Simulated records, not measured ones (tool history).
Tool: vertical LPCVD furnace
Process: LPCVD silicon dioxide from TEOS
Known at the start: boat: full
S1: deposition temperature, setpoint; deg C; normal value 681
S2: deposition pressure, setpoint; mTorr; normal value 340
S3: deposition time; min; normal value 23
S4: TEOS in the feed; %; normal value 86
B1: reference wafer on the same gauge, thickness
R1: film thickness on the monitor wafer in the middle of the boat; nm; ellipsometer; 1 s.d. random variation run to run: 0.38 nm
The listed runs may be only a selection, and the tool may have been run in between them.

run 1 day=0 | S1=681 S2=340 S3=23 S4=86 | B1=131.92 | R1=137.81
-- day=5.796 thermocouples replaced and temperature profile calibrated
run 2 day=12.075 | S1=681 S2=340 S3=23 S4=86 | B1=131.99 | R1=137.51
-- day=13.383 pressure gauge zeroed
run 3 day=16.196 | S1=681 S2=400 S3=23 S4=81 | B1=132.03 | R1=142.76
-- day=16.367 gauge calibrated
run 4 day=20.5 | S1=681 S2=400 S3=23 S4=81 | B1=132.04 | R1=143.14
run 5 day=23.821 | S1=681 S2=340 S3=23 S4=86 | B1=132.07 | R1=135.71
run 6 day=26.525 | S1=681 S2=340 S3=23 S4=86 | B1=131.99 | R1=135.35
run 7 day=28.654 | S1=681 S2=340 S3=23 S4=86 | B1=132.12 | R1=136.13
run 8 day=30.604 | S1=681 S2=340 S3=23 S4=90 | B1=132.01 | R1=138.32
-- day=35.6 TEOS flow controller replaced
run 9 day=35.621 | S1=681 S2=340 S3=23 S4=86 | B1=132.08 | R1=135.71
run 10 day=37.921 | S1=681 S2=415 S3=29 S4=86 | B1=132.05 | R1=189.51
run 11 day=39.433 | S1=678 S2=300 S3=23 S4=86 | B1=132.04 | R1=118.55
run 12 day=43.417 | S1=681 S2=340 S3=23 S4=86 | B1=132.12 | R1=135.56
run 13 day=44.95 | S1=681 S2=400 S3=23 S4=81 | B1=131.97 | R1=143.35
run 14 day=51.188 | S1=681 S2=340 S3=23 S4=86 | B1=132.06 | R1=135.66
run 15 day=54.262 | S1=674 S2=340 S3=23 S4=70 | B1=132.02 | R1=103.18
run 16 day=58.729 | S1=685 S2=340 S3=23 S4=86 | B1=131.95 | R1=149.32
run 17 day=61.475 | S1=681 S2=340 S3=23 S4=97 | B1=132.12 | R1=143.67
run 18 day=63.758 | S1=681 S2=340 S3=23 S4=86 | B1=131.92 | R1=135.79
run 19 day=65.346 | S1=681 S2=340 S3=23 S4=86 | B1=132.03 | R1=136.06
run 20 day=67.283 | S1=681 S2=420 S3=23 S4=86 | B1=131.95 | R1=151.29
run 21 day=77.312 | S1=670 S2=340 S3=26.5 S4=86 | B1=132.08 | R1=120
run 22 day=87.2 | S1=692 S2=425 S3=23 S4=86 | B1=132.08 | R1=197.91
run 23 day=89.512 | S1=681 S2=340 S3=23 S4=93 | B1=132.09 | R1=141.37
run 24 day=93.867 | S1=673 S2=365 S3=23 S4=79 | B1=132.07 | R1=110.73
run 25 day=95.7 | S1=681 S2=340 S3=23 S4=86 | B1=132.01 | R1=136.26
run 26 day=97.642 | S1=681 S2=340 S3=14.5 S4=86 | B1=132 | R1=86.03
run 27 day=101.567 | S1=681 S2=340 S3=23 S4=78 | B1=132.06 | R1=129.16
run 28 day=104.525 | S1=681 S2=305 S3=23 S4=79 | B1=132.04 | R1=123.92
run 29 day=108.996 | S1=672 S2=285 S3=29.5 S4=86 | B1=131.96 | R1=128.32
run 30 day=113.021 | S1=681 S2=340 S3=23 S4=86 | B1=131.94 | R1=136.21

5 ways to go on from here, each from the tool as it stands after run 30. What would each give?
run A day=113.192 | S1=681 S2=340 S3=16.5 S4=86 | B1=? | R1=?
run B day=113.192 | S1=681 S2=340 S3=31.5 S4=86 | B1=? | R1=?
run C day=113.192 | S1=681 S2=340 S3=23 S4=95 | B1=? | R1=?
run D day=113.192 | S1=681 S2=415 S3=23 S4=80 | B1=? | R1=?
run E day=113.192 | S1=688 S2=400 S3=31 S4=73 | B1=? | R1=?

run=A B1=131.98 R1=97.87
run=B B1=131.98 R1=186.85
run=C B1=131.98 R1=143.39
run=D B1=131.98 R1=145.34
run=E B1=131.98 R1=217.37
Take away the tool's hidden state, keep each run's random variation, and the runs would have read:
run=A R1=97.75
run=B R1=186.61
run=C R1=143.21
run=D R1=145.19
run=E R1=217.13
